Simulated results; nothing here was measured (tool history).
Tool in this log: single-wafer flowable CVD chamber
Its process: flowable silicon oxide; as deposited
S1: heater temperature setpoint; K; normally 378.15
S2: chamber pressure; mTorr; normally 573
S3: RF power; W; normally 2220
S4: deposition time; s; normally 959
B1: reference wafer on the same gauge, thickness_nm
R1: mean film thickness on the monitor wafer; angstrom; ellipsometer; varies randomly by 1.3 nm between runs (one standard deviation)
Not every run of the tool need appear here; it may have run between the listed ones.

run 1 hour=0.0 | S1=378.15 S2=573 S3=2220 S4=959 | B1=381.023 | R1=2701.82
run 2 hour=15.6 | S1=378.15 S2=573 S3=2220 S4=959 | B1=380.705 | R1=2694.13
run 3 hour=33.3 | S1=378.15 S2=573 S3=2220 S4=959 | B1=380.372 | R1=2711.32
run 4 hour=39.7 | S1=378.15 S2=573 S3=2220 S4=959 | B1=381.543 | R1=2691.56
run 5 hour=52.7 | S1=378.15 S2=608 S3=1985 S4=959 | B1=380.926 | R1=2807.62
run 6 hour=69.4 | S1=378.15 S2=573 S3=1970 S4=1092 | B1=381.213 | R1=3001.08
run 7 hour=83.7 | S1=384.15 S2=573 S3=2220 S4=959 | B1=381.661 | R1=2304.65
-- hour=88.4 gauge calibrated
run 8 hour=105.3 | S1=384.15 S2=573 S3=2220 S4=959 | B1=380.759 | R1=2303.31
run 9 hour=114.4 | S1=384.15 S2=573 S3=2220 S4=959 | B1=380.984 | R1=2283.67
run 10 hour=131.0 | S1=378.15 S2=644 S3=2220 S4=959 | B1=381.379 | R1=3033.78
run 11 hour=143.6 | S1=378.15 S2=644 S3=2220 S4=959 | B1=381.188 | R1=3038.61
run 12 hour=160.4 | S1=378.15 S2=644 S3=2220 S4=959 | B1=380.920 | R1=3030.25
run 13 hour=174.7 | S1=378.15 S2=690 S3=1860 S4=1090 | B1=381.041 | R1=3559.09
-- hour=190.0 RF generator calibrated
run 14 hour=190.5 | S1=378.15 S2=616 S3=2395 S4=959 | B1=381.080 | R1=2929.60
-- hour=200.3 showerhead replaced
-- hour=203.5 capacitance manometer re-zeroed and calibrated
run 15 hour=204.0 | S1=378.15 S2=644 S3=2220 S4=959 | B1=380.947 | R1=3040.51
run 16 hour=212.4 | S1=372.15 S2=625 S3=2585 S4=880 | B1=380.747 | R1=3270.71
run 17 hour=252.3 | S1=372.15 S2=651 S3=1955 S4=959 | B1=380.902 | R1=3565.08
run 18 hour=263.4 | S1=384.15 S2=678 S3=2015 S4=817 | B1=380.432 | R1=2266.96
-- hour=274.4 thermocouple changed; heater temperature recalibrated
run 19 hour=274.9 | S1=373.15 S2=475 S3=2020 S4=1045 | B1=380.691 | R1=3327.48
run 20 hour=276.3 | S1=372.15 S2=625 S3=2585 S4=880 | B1=380.729 | R1=3928.59
run 21 hour=285.0 | S1=378.15 S2=573 S3=2220 S4=959 | B1=380.840 | R1=3188.19
run 22 hour=291.9 | S1=373.15 S2=475 S3=2020 S4=1045 | B1=381.256 | R1=3335.35
run 23 hour=298.3 | S1=373.15 S2=512 S3=2220 S4=959 | B1=381.023 | R1=3342.53
run 24 hour=314.1 | S1=373.15 S2=512 S3=2220 S4=959 | B1=381.065 | R1=3336.78
run 25 hour=325.2 | S1=378.15 S2=573 S3=2220 S4=959 | B1=381.314 | R1=3201.67
run 26 hour=337.6 | S1=368.15 S2=519 S3=2390 S4=818 | B1=381.356 | R1=3333.21
run 27 hour=349.3 | S1=378.15 S2=573 S3=2220 S4=959 | B1=380.789 | R1=3196.88
run 28 hour=365.6 | S1=372.15 S2=573 S3=2220 S4=840 | B1=380.976 | R1=3330.50

Predict each of these 4 candidate next runs independently; none follows another, all start after run 28:
run A hour=366.3 | S1=378.15 S2=443 S3=2220 S4=959 | B1=? | R1=?
run B hour=366.3 | S1=364.15 S2=573 S3=2085 S4=959 | B1=? | R1=?
run C hour=366.3 | S1=378.15 S2=573 S3=2220 S4=1049 | B1=? | R1=?
run D hour=366.3 | S1=378.15 S2=573 S3=2220 S4=784 | B1=? | R1=?

run=A B1=380.559 R1=2462.03
run=B B1=380.559 R1=4701.55
run=C B1=380.559 R1=3454.02
run=D B1=380.559 R1=2581.46
With the hidden condition removed and each run's random variation left untouched, the same runs would have given:
run=A R1=2509.65
run=B R1=4793.18
run=C R1=3520.82
run=D R1=2631.39

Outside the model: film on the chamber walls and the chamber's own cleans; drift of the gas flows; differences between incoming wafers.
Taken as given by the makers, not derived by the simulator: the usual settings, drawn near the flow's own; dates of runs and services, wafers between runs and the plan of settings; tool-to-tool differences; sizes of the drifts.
